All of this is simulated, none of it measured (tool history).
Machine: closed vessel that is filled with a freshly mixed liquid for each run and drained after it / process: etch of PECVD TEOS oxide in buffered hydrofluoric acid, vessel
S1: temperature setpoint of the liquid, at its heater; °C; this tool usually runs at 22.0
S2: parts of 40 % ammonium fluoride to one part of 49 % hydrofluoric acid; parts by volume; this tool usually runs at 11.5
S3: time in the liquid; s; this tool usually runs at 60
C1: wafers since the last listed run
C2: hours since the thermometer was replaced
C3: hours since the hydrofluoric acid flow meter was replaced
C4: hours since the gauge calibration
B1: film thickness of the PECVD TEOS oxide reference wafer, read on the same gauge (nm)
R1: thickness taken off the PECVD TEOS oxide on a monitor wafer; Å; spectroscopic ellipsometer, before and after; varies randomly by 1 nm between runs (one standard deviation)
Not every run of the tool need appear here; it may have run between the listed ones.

| run | hour | S1 | S2 | S3 | C1 | C2 | C3 | C4 | B1 | R1 |
|---|---|---|---|---|---|---|---|---|---|---|
| 1 | 0.0 | 25.5 | 13.0 | 60 | 0 | 250.5 | 1004.3 | 397.5 | 119.97 | 1457.7 |
| 2 | 28.9 | 25.5 | 13.0 | 60 | 2462 | 279.4 | 1033.2 | 426.4 | 119.99 | 1474.6 |
| 3 | 47.1 | 25.5 | 13.0 | 60 | 1550 | 297.6 | 1051.4 | 444.6 | 120.04 | 1472.0 |
| 4 | 60.0 | 22.0 | 11.5 | 60 | 1099 | 310.5 | 1064.3 | 457.5 | 119.95 | 1362.4 |
| 5 | 82.4 | 22.0 | 11.5 | 60 | 1908 | 332.9 | 1086.7 | 479.9 | 119.98 | 1368.7 |
| 6 | 103.2 | 22.0 | 11.5 | 60 | 1772 | 353.7 | 1107.5 | 500.7 | 119.97 | 1366.7 |
| 7 | 130.5 | 22.0 | 14.0 | 60 | 2326 | 381.0 | 1134.8 | 528.0 | 119.96 | 1131.7 |
| 8 | 156.3 | 22.0 | 14.0 | 60 | 2198 | 406.8 | 1160.6 | 553.8 | 119.99 | 1111.0 |
| 9 | 170.6 | 22.0 | 11.5 | 60 | 1218 | 421.1 | 1174.9 | 568.1 | 119.96 | 1349.5 |
| 10 | 195.7 | 22.0 | 11.5 | 60 | 2138 | 446.2 | 1200.0 | 593.2 | 119.99 | 1360.5 |
| 11 | 224.1 | 22.0 | 11.5 | 60 | 2420 | 474.6 | 1228.4 | 621.6 | 120.04 | 1344.3 |
| 12 | 239.9 | 22.0 | 11.5 | 60 | 1346 | 490.4 | 1244.2 | 637.4 | 119.99 | 1346.8 |
| 13 | 256.5 | 19.0 | 11.5 | 60 | 1414 | 507.0 | 1260.8 | 654.0 | 120.03 | 1136.4 |
|  | 271.5 | gauge calibrated |
| 14 | 275.6 | 19.0 | 11.5 | 60 | 1627 | 526.1 | 1279.9 | 4.1 | 120.00 | 1129.1 |
|  | 297.1 | hydrofluoric acid flow meter replaced |
| 15 | 375.4 | 19.0 | 11.5 | 60 | 8419 | 625.9 | 78.3 | 103.9 | 120.02 | 1133.9 |
| 16 | 402.5 | 22.0 | 11.5 | 60 | 2309 | 653.0 | 105.4 | 131.0 | 119.98 | 1337.3 |
| 17 | 420.7 | 26.5 | 11.5 | 60 | 1550 | 671.2 | 123.6 | 149.2 | 120.04 | 1701.2 |
| 18 | 433.7 | 22.0 | 9.0 | 60 | 1107 | 684.2 | 136.6 | 162.2 | 120.00 | 1636.6 |
| 19 | 456.7 | 22.0 | 11.5 | 60 | 1960 | 707.2 | 159.6 | 185.2 | 120.00 | 1321.6 |
| 20 | 481.7 | 22.0 | 11.5 | 60 | 2130 | 732.2 | 184.6 | 210.2 | 119.98 | 1327.1 |
| 21 | 497.3 | 22.0 | 11.5 | 60 | 1329 | 747.8 | 200.2 | 225.8 | 120.00 | 1349.0 |
| 22 | 516.0 | 22.0 | 11.5 | 60 | 1593 | 766.5 | 218.9 | 244.5 | 120.05 | 1323.0 |
| 23 | 545.6 | 22.0 | 11.5 | 40 | 2522 | 796.1 | 248.5 | 274.1 | 119.97 | 873.4 |
| 24 | 562.6 | 22.0 | 14.5 | 60 | 1448 | 813.1 | 265.5 | 291.1 | 120.01 | 1045.2 |
| 25 | 586.0 | 22.0 | 11.5 | 60 | 1994 | 836.5 | 288.9 | 314.5 | 120.02 | 1304.5 |
|  | 587.1 | thermometer replaced |
| 26 | 604.1 | 20.0 | 9.0 | 95 | 1457 | 17.0 | 307.0 | 332.6 | 119.99 | 2399.6 |
| 27 | 619.7 | 22.0 | 11.5 | 80 | 1329 | 32.6 | 322.6 | 348.2 | 119.98 | 1825.8 |
| 28 | 632.7 | 20.0 | 13.0 | 95 | 1107 | 45.6 | 335.6 | 361.2 | 120.01 | 1754.4 |
| 29 | 668.2 | 22.0 | 11.5 | 60 | 3025 | 81.1 | 371.1 | 396.7 | 119.99 | 1368.4 |
| 30 | 681.2 | 26.0 | 15.0 | 80 | 1107 | 94.1 | 384.1 | 409.7 | 119.97 | 1768.6 |
| 31 | 714.3 | 22.0 | 9.5 | 60 | 2820 | 127.2 | 417.2 | 442.8 | 120.02 | 1608.9 |
| 32 | 740.2 | 24.0 | 8.5 | 30 | 2207 | 153.1 | 443.1 | 468.7 | 120.00 | 999.7 |
| 33 | 768.9 | 19.0 | 11.5 | 45 | 2445 | 181.8 | 471.8 | 497.4 | 119.99 | 873.1 |

What if the next run were any one of these 4? Each begins from the tool's condition after run 33:
| A | 769.6 | 22.0 | 10.0 | 60 | 59 | 182.5 | 472.5 | 498.1 | ? | ? |
| B | 769.6 | 22.0 | 11.5 | 75 | 59 | 182.5 | 472.5 | 498.1 | ? | ? |
| C | 769.6 | 22.0 | 11.5 | 50 | 59 | 182.5 | 472.5 | 498.1 | ? | ? |
| D | 769.6 | 27.0 | 15.0 | 85 | 59 | 182.5 | 472.5 | 498.1 | ? | ? |

| run | B1 | R1 |
|---|---|---|
| A | 119.97 | 1565.6 |
| B | 119.97 | 1707.7 |
| C | 119.97 | 1138.5 |
| D | 119.97 | 1960.4 |
Without the tool's hidden state the same runs would have given:
| run | R1 |
|---|---|
| A | 1615.7 |
| B | 1762.5 |
| C | 1175.0 |
| D | 2021.3 |
